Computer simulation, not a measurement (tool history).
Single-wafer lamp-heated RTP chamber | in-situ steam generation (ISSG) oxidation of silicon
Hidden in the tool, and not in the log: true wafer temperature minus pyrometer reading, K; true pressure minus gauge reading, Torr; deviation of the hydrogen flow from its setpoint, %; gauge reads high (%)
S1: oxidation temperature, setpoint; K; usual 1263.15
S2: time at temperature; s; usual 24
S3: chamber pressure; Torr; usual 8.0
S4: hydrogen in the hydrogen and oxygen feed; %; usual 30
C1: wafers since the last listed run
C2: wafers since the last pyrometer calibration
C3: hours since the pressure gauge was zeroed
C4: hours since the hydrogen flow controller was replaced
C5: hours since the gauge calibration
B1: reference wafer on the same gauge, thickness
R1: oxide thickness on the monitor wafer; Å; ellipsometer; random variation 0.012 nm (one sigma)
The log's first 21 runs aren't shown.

| run | hour | S1 | S2 | S3 | S4 | C1 | C2 | C3 | C4 | C5 | B1 | R1 |
|---|---|---|---|---|---|---|---|---|---|---|---|---|
| 22 | 1994.0 | 1263.15 | 24 | 8.0 | 30 | 661 | 1734 | 189.6 | 734.0 | 299.8 | 6.060 | 63.27 |
| 23 | 2071.9 | 1257.15 | 27 | 6.9 | 23 | 493 | 2227 | 267.5 | 811.9 | 377.7 | 6.061 | 60.98 |
| 24 | 2133.7 | 1263.15 | 24 | 8.0 | 30 | 391 | 2619 | 329.3 | 873.7 | 439.5 | 6.062 | 63.62 |
|  | 2265.8 | pyrometer window cleaned and pyrometer calibrated |
| 25 | 2404.9 | 1263.15 | 24 | 8.0 | 30 | 1667 | 881 | 600.5 | 1144.9 | 710.7 | 6.061 | 63.61 |
| 26 | 2475.5 | 1255.15 | 24 | 8.0 | 30 | 447 | 1328 | 671.1 | 1215.5 | 781.3 | 6.061 | 61.66 |
| 27 | 2757.8 | 1270.15 | 24 | 8.0 | 30 | 1788 | 3117 | 953.4 | 1497.8 | 1063.6 | 6.061 | 65.66 |
| 28 | 2811.8 | 1269.15 | 24 | 8.5 | 30 | 342 | 3459 | 1007.4 | 1551.8 | 1117.6 | 6.061 | 65.06 |
|  | 2841.3 | pyrometer window cleaned and pyrometer calibrated |
| 29 | 2858.2 | 1263.15 | 33 | 6.9 | 30 | 243 | 107 | 1053.8 | 1598.2 | 1164.0 | 6.059 | 73.75 |
| 30 | 2929.9 | 1263.15 | 22 | 6.9 | 20 | 454 | 561 | 1125.5 | 1669.9 | 1235.7 | 6.062 | 55.20 |
| 31 | 2986.2 | 1263.15 | 24 | 8.7 | 24 | 356 | 918 | 1181.8 | 1726.2 | 1292.0 | 6.061 | 59.67 |

3 ways to go on from here, each from the tool as it stands after run 31. What would each give?
| A | 2986.6 | 1263.15 | 24 | 8.0 | 30 | 2 | 920 | 1182.2 | 1726.6 | 1292.4 | ? | ? |
| B | 2986.6 | 1263.15 | 24 | 8.0 | 30 | 2 | 920 | 1182.2 | 1726.6 | 1292.4 | ? | ? |
| C | 2986.6 | 1263.15 | 24 | 6.9 | 20 | 2 | 920 | 1182.2 | 1726.6 | 1292.4 | ? | ? |

| run | B1 | R1 |
|---|---|---|
| A | 6.061 | 63.55 |
| B | 6.061 | 63.55 |
| C | 6.061 | 57.36 |
Without the tool's hidden state the same runs would have given:
| run | R1 |
|---|---|
| A | 62.79 |
| B | 62.79 |
| C | 56.64 |
